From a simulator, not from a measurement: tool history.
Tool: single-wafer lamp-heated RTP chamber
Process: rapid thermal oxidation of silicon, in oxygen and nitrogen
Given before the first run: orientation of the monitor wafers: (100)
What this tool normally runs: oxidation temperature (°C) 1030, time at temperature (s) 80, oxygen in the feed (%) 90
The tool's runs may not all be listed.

run,hour,oxidation temperature (°C),time at temperature (s),oxygen in the feed (%),"read-back reference wafer on the same gauge, thickness",oxide thickness on the monitor wafer (nm)
1,0,1021,80,69,8.23,7.215
2,17.3,1021,80,69,8.235,7.179
3,28.8,1030,54,90,8.222,7.092
4,44.6,1030,54,90,8.234,7.065
5,52.3,1030,54,90,8.231,7.113
6,67.2,1030,80,90,8.223,8.478
7,79.7,1030,80,90,8.233,8.51
8,89,1030,80,90,8.23,8.519
9,98.4,1030,80,73,8.233,7.948
10,114.9,1030,80,73,8.229,8.005
11,132.8,1030,80,72,8.215,7.811
12,146,1030,80,72,8.226,7.96
13,152.6,1014,49,90,8.21,6.214
14,162.4,1014,49,90,8.234,6.161
15,177.3,1014,49,90,8.232,6.063
# hour 189.6: pyrometer window cleaned and pyrometer calibrated
16,192.1,1014,80,90,8.234,7.152
17,201.3,1014,80,90,8.224,7.23
# hour 211: gauge calibrated
18,226.3,1030,80,90,8.226,8.252
19,236.5,1001,60,63,8.237,5.18
20,254.5,1014,80,90,8.23,7.401
21,263.8,1030,105,76,8.224,8.806
22,273.5,1030,80,90,8.253,8.306
23,285.2,1049,80,72,8.237,8.811
24,294.1,1015,100,90,8.235,8.305
25,302.4,1030,80,90,8.231,8.35
# hour 318.6: oxygen flow controller replaced
26,319.1,1030,80,90,8.225,8.377
27,325.8,1030,56,90,8.227,7.197
28,340.8,1017,114,90,8.23,9.137
29,357.1,1030,80,98,8.208,8.777
30,374.3,1013,47,75,8.239,5.599
31,385.1,1019,97,98,8.225,8.877
32,391.8,1050,101,98,8.221,11.083
33,403.9,1040,103,98,8.236,10.553
34,410.7,1030,80,90,8.258,8.566
35,422.4,1030,80,90,8.216,8.51
36,428.6,1038,80,90,8.214,9.013
37,435.4,1056,80,90,8.213,10.162
38,449.7,1005,113,98,8.234,8.7
39,462.6,1046,41,71,8.214,6.491

Results for each run, recomputed without the tool's hidden state and with each run's random variation untouched:
What the log doesn't record here: true wafer temperature minus pyrometer reading, K; deviation of the oxygen flow from its setpoint, %; gauge reads high (%).
run,oxide thickness on the monitor wafer (nm)
1,6.829
2,6.78
3,6.695
4,6.66
5,6.701
6,7.975
7,7.999
8,8.003
9,7.464
10,7.512
11,7.325
12,7.461
13,5.819
14,5.767
15,5.673
16,7.125
17,7.161
18,8.07
19,5.042
20,7.151
21,8.487
22,7.983
23,8.451
24,7.929
25,7.965
26,7.964
27,6.836
28,8.643
29,8.293
30,5.28
31,8.351
32,10.45
33,9.929
34,8.05
35,7.991
36,8.466
37,9.558
38,8.132
39,6.095

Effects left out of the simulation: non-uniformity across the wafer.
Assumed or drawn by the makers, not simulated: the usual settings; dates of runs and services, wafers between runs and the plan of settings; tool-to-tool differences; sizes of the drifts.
